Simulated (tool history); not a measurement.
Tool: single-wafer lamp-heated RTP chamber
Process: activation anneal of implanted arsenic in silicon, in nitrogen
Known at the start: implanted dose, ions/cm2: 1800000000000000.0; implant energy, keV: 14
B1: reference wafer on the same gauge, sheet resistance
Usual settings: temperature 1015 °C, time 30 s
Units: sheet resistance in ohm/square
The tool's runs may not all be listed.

{"run": 1, "hour": 0.0, "temperature": 1015, "time": 30, "B1": 118.01, "sheet resistance": 96.9}
{"run": 2, "hour": 12.1, "temperature": 1015, "time": 30, "B1": 117.96, "sheet resistance": 96.57}
{"run": 3, "hour": 28.5, "temperature": 1015, "time": 30, "B1": 117.9, "sheet resistance": 95.67}
{"run": 4, "hour": 55.4, "temperature": 1015, "time": 30, "B1": 117.98, "sheet resistance": 94.46}
{"hour": 71.2, "done": "pyrometer window cleaned and pyrometer calibrated"}
{"run": 5, "hour": 81.8, "temperature": 1015, "time": 30, "B1": 117.91, "sheet resistance": 100.9}
{"run": 6, "hour": 95.0, "temperature": 1015, "time": 30, "B1": 117.99, "sheet resistance": 99.66}
{"run": 7, "hour": 117.0, "temperature": 1032, "time": 42, "B1": 118.1, "sheet resistance": 84.59}
{"run": 8, "hour": 130.0, "temperature": 1032, "time": 42, "B1": 117.89, "sheet resistance": 82.78}
{"run": 9, "hour": 165.9, "temperature": 1032, "time": 42, "B1": 118.05, "sheet resistance": 82.94}
{"run": 10, "hour": 189.9, "temperature": 1015, "time": 17, "B1": 118.05, "sheet resistance": 110.29}
{"run": 11, "hour": 215.4, "temperature": 1015, "time": 17, "B1": 118.09, "sheet resistance": 109.58}
{"hour": 255.5, "done": "pyrometer window cleaned and pyrometer calibrated"}
{"run": 12, "hour": 256.0, "temperature": 1015, "time": 17, "B1": 117.9, "sheet resistance": 113.42}
{"run": 13, "hour": 266.4, "temperature": 1015, "time": 30, "B1": 117.9, "sheet resistance": 99.85}
{"run": 14, "hour": 292.6, "temperature": 1015, "time": 30, "B1": 117.97, "sheet resistance": 100.03}
{"run": 15, "hour": 306.8, "temperature": 1015, "time": 39, "B1": 117.94, "sheet resistance": 93.4}
{"run": 16, "hour": 318.9, "temperature": 990, "time": 44, "B1": 118.12, "sheet resistance": 106.78}
{"run": 17, "hour": 354.2, "temperature": 1015, "time": 30, "B1": 117.99, "sheet resistance": 98.39}
{"run": 18, "hour": 379.8, "temperature": 1015, "time": 17, "B1": 117.99, "sheet resistance": 108.62}
{"run": 19, "hour": 403.9, "temperature": 997, "time": 21, "B1": 118.18, "sheet resistance": 115.57}
{"run": 20, "hour": 416.7, "temperature": 1030, "time": 41, "B1": 118.06, "sheet resistance": 82.56}
{"run": 21, "hour": 444.7, "temperature": 1015, "time": 30, "B1": 118.14, "sheet resistance": 95.02}
{"hour": 452.8, "done": "pyrometer window cleaned and pyrometer calibrated"}
{"run": 22, "hour": 463.9, "temperature": 1031, "time": 39, "B1": 117.97, "sheet resistance": 86.73}
{"run": 23, "hour": 490.4, "temperature": 1045, "time": 23, "B1": 118.11, "sheet resistance": 89.29}
{"run": 24, "hour": 587.3, "temperature": 1015, "time": 30, "B1": 117.97, "sheet resistance": 96.69}
{"run": 25, "hour": 611.9, "temperature": 996, "time": 20, "B1": 118.05, "sheet resistance": 115.38}
{"hour": 622.2, "done": "reflector plate cleaned"}
{"hour": 624.0, "done": "gauge calibrated"}
{"run": 26, "hour": 647.6, "temperature": 1015, "time": 21, "B1": 118.1, "sheet resistance": 105.73}
{"run": 27, "hour": 663.7, "temperature": 1027, "time": 30, "B1": 117.86, "sheet resistance": 90.68}
{"run": 28, "hour": 678.1, "temperature": 991, "time": 30, "B1": 117.93, "sheet resistance": 112.18}
{"hour": 694.9, "done": "pyrometer window cleaned and pyrometer calibrated"}
{"run": 29, "hour": 698.4, "temperature": 1038, "time": 16, "B1": 118.06, "sheet resistance": 102.37}
{"run": 30, "hour": 729.5, "temperature": 1031, "time": 20, "B1": 117.87, "sheet resistance": 101.08}
{"run": 31, "hour": 751.6, "temperature": 993, "time": 20, "B1": 117.98, "sheet resistance": 124.02}
{"run": 32, "hour": 776.8, "temperature": 1044, "time": 30, "B1": 117.9, "sheet resistance": 85.6}
{"run": 33, "hour": 810.3, "temperature": 985, "time": 30, "B1": 118.14, "sheet resistance": 118.16}
{"run": 34, "hour": 822.6, "temperature": 1040, "time": 30, "B1": 118.01, "sheet resistance": 86.17}
{"run": 35, "hour": 857.0, "temperature": 1015, "time": 17, "B1": 118.06, "sheet resistance": 110.41}
{"run": 36, "hour": 882.1, "temperature": 1000, "time": 43, "B1": 117.91, "sheet resistance": 97.71}
{"run": 37, "hour": 909.4, "temperature": 1035, "time": 17, "B1": 118, "sheet resistance": 96.37}

4 ways to go on from here, each from the tool as it stands after run 37. What would each give?
{"run": "A", "hour": 909.8, "temperature": 1002, "time": 30, "B1": "?", "sheet resistance": "?"}
{"run": "B", "hour": 909.8, "temperature": 1015, "time": 37, "B1": "?", "sheet resistance": "?"}
{"run": "C", "hour": 909.8, "temperature": 1030, "time": 24, "B1": "?", "sheet resistance": "?"}
{"run": "D", "hour": 909.8, "temperature": 1015, "time": 42, "B1": "?", "sheet resistance": "?"}

run=A B1=118.02 sheet_resistance=103.43
run=B B1=118.02 sheet_resistance=91.58
run=C B1=118.02 sheet_resistance=92.53
run=D B1=118.02 sheet_resistance=89.13
Without the tool's hidden state the same runs would have given:
run=A sheet_resistance=113.18
run=B sheet_resistance=99.76
run=C sheet_resistance=100.26
run=D sheet_resistance=97.05
